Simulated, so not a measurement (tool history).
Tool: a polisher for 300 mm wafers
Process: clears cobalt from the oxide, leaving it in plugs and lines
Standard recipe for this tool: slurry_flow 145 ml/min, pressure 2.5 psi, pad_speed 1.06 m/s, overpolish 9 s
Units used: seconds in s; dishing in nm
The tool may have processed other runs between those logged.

run    hour  slurry_flow  pressure  pad_speed  overpolish  incoming thickness of the incoming film, nm  seconds  dishing
  1       0          145       2.7       1.06           9                                        221.7     39.1     32.2
  2    44.9          145       2.7       1.06           9                                          217     38.4     31.1
  3   103.6          145       2.5       1.06           9                                        220.4     43.7       29
  4   298.2          145       2.5       1.06           9                                          221     42.7       29
  5   359.4          145       2.5       1.06           9                                        217.1     41.8     30.5
  6   397.3          180       2.5       1.06           9                                        222.5     41.9     30.2
  7   443.3          170       2.5       1.06           9                                        222.2     42.3     30.1
  8   507.2          170       2.5       1.06           9                                        219.2     43.3     29.5
  9   683.8          170       2.5       1.06           9                                        218.5     40.5     30.7
 10   895.4          145       2.5       1.06           9                                        223.5     42.3     30.8
 11   935.8          145       2.5       1.06           9                                          221       42     29.2
 12   995.3          145       2.5       1.06           9                                        222.2     43.7     29.8
 13  1066.5          180       3.2       0.82          12                                        223.5     41.8     35.6
 14  1099.4          145       2.5       1.06           9                                        220.2       42       31
 15    1134          145       2.8       1.06           4                                        219.9     39.2       17
 16  1285.7          145       2.5       1.06           9                                        219.5     41.8     29.9
 17  1357.3          145       2.5       1.06           5                                        219.3     41.3     20.2
 18  1395.5          175       3.2       0.72           6                                        218.5     47.8     20.6
 19  1436.3          145       2.5       1.06           9                                        218.5     41.9     29.4
 20  1486.8          145       2.5       0.96           9                                        216.2     43.8     29.2
 21  1524.7          145       2.5       1.06           9                                        220.7     40.5     31.1
 22  1581.7          145       2.2       1.24           5                                        222.1     41.8     20.5
 23  1651.6          145       2.5       1.06           9                                        217.7     43.1     29.5
 24  1711.5          100       2.5       1.44           9                                        221.4     33.4     35.9

Not shown here: 13 entries made in the log between runs. Locate each between two listed runs and compare the hidden state at the listed run before it with the hidden state at the listed run after it:
Runs 3 to 4: worn pad replaced by a new one (hour 161)
  removal rate lost through wear of the pad, %: 9.39 -> 3.93; slurry flow missing at the pad, %: 8.04 -> 40.2
  the result without the hidden state subtracted from the measured one, seconds: +4.4 -> +4 s; dishing: -2 -> -1.8 nm
Runs 4 to 5: slurry nozzle cleaned (hour 344); head pressure recalibrated (hour 346.2)
  removal rate lost through wear of the pad, %: 3.93 -> 5.57; slurry flow missing at the pad, %: 40.2 -> 3.52
  the result without the hidden state subtracted from the measured one, seconds: +4 -> +2.5 s; dishing: -1.8 -> -1.1 nm
Runs 8 to 9: worn pad replaced by a new one (hour 540.4); slurry nozzle cleaned (hour 655.5)
  removal rate lost through wear of the pad, %: 9.54 -> 4.42; slurry flow missing at the pad, %: 12.5 -> 0.313
  the result without the hidden state subtracted from the measured one, seconds: +4.6 -> +1.8 s; dishing: -2.2 -> -0.8 nm
Runs 9 to 10: worn pad replaced by a new one (hour 865.3)
  removal rate lost through wear of the pad, %: 4.42 -> 1.96; slurry flow missing at the pad, %: 0.313 -> 19.7
  the result without the hidden state subtracted from the measured one, seconds: +1.8 -> +1.9 s; dishing: -0.8 -> -0.9 nm
Runs 11 to 12: head pressure recalibrated (hour 966.2)
  removal rate lost through wear of the pad, %: 3.04 -> 4.64; slurry flow missing at the pad, %: 26.9 -> 39.5
  the result without the hidden state subtracted from the measured one, seconds: +2.7 -> +4.4 s; dishing: -1.3 -> -2.1 nm
Runs 12 to 13: slurry nozzle cleaned (hour 1013.8)
  removal rate lost through wear of the pad, %: 4.64 -> 6.55; slurry flow missing at the pad, %: 39.5 -> 4.32
  the result without the hidden state subtracted from the measured one, seconds: +4.4 -> +2.9 s; dishing: -2.1 -> -1.3 nm
Runs 15 to 16: worn pad replaced by a new one (hour 1164.1)
  removal rate lost through wear of the pad, %: 8.36 -> 3.76; slurry flow missing at the pad, %: 8.3 -> 28.6
  the result without the hidden state subtracted from the measured one, seconds: +3.6 -> +3.1 s; dishing: -1.3 -> -1.5 nm
Runs 16 to 17: slurry nozzle cleaned (hour 1307.7)
  removal rate lost through wear of the pad, %: 3.76 -> 5.68; slurry flow missing at the pad, %: 28.6 -> 2.8
  the result without the hidden state subtracted from the measured one, seconds: +3.1 -> +2.4 s; dishing: -1.5 -> -1 nm
Runs 19 to 20: worn pad replaced by a new one (hour 1475)
  removal rate lost through wear of the pad, %: 7.8 -> 0.982; slurry flow missing at the pad, %: 7.6 -> 12.9
  the result without the hidden state subtracted from the measured one, seconds: +3.6 -> +1.1 s; dishing: -1.8 -> -0.5 nm
Runs 22 to 23: head pressure recalibrated (hour 1584)
  removal rate lost through wear of the pad, %: 3.53 -> 5.41; slurry flow missing at the pad, %: 27.6 -> 42.3
  the result without the hidden state subtracted from the measured one, seconds: +3 -> +4.8 s; dishing: -1.2 -> -2.3 nm
Runs 23 to 24: slurry nozzle cleaned (hour 1699.1)
  removal rate lost through wear of the pad, %: 5.41 -> 7.01; slurry flow missing at the pad, %: 42.3 -> 2.16
  the result without the hidden state subtracted from the measured one, seconds: +4.8 -> +2.4 s; dishing: -2.3 -> -1.5 nm
